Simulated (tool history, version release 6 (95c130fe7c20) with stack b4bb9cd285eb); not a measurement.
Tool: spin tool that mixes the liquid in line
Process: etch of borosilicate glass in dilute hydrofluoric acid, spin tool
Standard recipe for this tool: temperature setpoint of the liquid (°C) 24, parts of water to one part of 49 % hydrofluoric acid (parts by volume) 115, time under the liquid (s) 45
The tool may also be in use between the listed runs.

run    hour  temperature setpoint of the liquid (°C)  parts of water to one part of 49 % hydrofluoric acid (parts by volume)  time under the liquid (s)  read-back film thickness of the borosilicate glass reference wafer, read on the same gauge (nm)  thickness taken off the borosilicate glass on a monitor wafer (Å)
  1       0                                       24                                                                      85                         45                                                                                            58.28                                                                308
  2    76.5                                       24                                                                      85                         45                                                                                            58.18                                                              304.1
  3   169.5                                       24                                                                      85                         45                                                                                            58.06                                                              304.7
      194.7  -- thermometer replaced
  4   226.6                                       24                                                                     115                         35                                                                                            57.93                                                              168.7
  5   280.7                                       24                                                                     100                         45                                                                                            57.83                                                              252.7
  6   369.4                                       24                                                                     100                         45                                                                                            57.74                                                              253.6
  7   465.3                                       24                                                                     115                         60                                                                                            57.58                                                              286.8
  8   570.7                                       24                                                                     115                         60                                                                                            57.46                                                              287.4
  9   635.9                                       24                                                                     115                         60                                                                                            57.35                                                                286
 10   677.4                                       24                                                                     135                         45                                                                                            57.29                                                              178.1
        877  -- hydrofluoric acid flow meter replaced
      888.6  -- gauge calibrated
 11   928.7                                       24                                                                     135                         45                                                                                            59.93                                                              186.5
 12  1223.5                                       24                                                                     115                         45                                                                                            59.53                                                              221.8
 13  1494.8                                     27.5                                                                     170                         25                                                                                            59.07                                                                 89
 14  1539.3                                       20                                                                      60                         35                                                                                            59.05                                                              299.3
 15  1622.1                                       24                                                                     160                         45                                                                                            58.89                                                              150.4
 16  1711.2                                       26                                                                      70                         45                                                                                            58.81                                                              412.1
     1726.1  -- thermometer replaced
 17    1765                                     28.5                                                                      90                         25                                                                                            58.69                                                              191.1
 18  1841.9                                     19.5                                                                     115                         30                                                                                            58.62                                                              121.6
 19  1906.4                                     27.5                                                                     130                         65                                                                                            58.49                                                              313.2
 20  1993.2                                     19.5                                                                     135                         20                                                                                            58.35                                                               67.8
     2031.9  -- hydrofluoric acid flow meter replaced
 21  2099.8                                       24                                                                     115                         45                                                                                             58.2                                                              217.4
 22  2204.9                                     20.5                                                                     135                         30                                                                                            58.05                                                                105

Subtracting, for every run, the result it would have given without the tool's unlogged condition from the measured result gives the following. The same run-to-run variation enters both numbers; the gauge's scatter may not:
Hidden state at play: liquid colder than its thermometer reads (K); hydrofluoric acid flow above the setpoint (%); gauge reads high (%).
run  thickness taken off the borosilicate glass on a monitor wafer (Å)
  1                                                               -9.1
  2                                                               -9.6
  3                                                              -10.3
  4                                                               -5.9
  5                                                               -9.3
  6                                                                -10
  7                                                              -11.9
  8                                                              -12.8
  9                                                              -13.2
 10                                                               -8.4
 11                                                               -0.2
 12                                                               -1.9
 13                                                               -1.4
 14                                                               -4.9
 15                                                               -2.8
 16                                                               -8.5
 17                                                               -4.2
 18                                                                 -3
 19                                                                 -8
 20                                                               -1.9
 21                                                               -6.6
 22                                                               -3.5

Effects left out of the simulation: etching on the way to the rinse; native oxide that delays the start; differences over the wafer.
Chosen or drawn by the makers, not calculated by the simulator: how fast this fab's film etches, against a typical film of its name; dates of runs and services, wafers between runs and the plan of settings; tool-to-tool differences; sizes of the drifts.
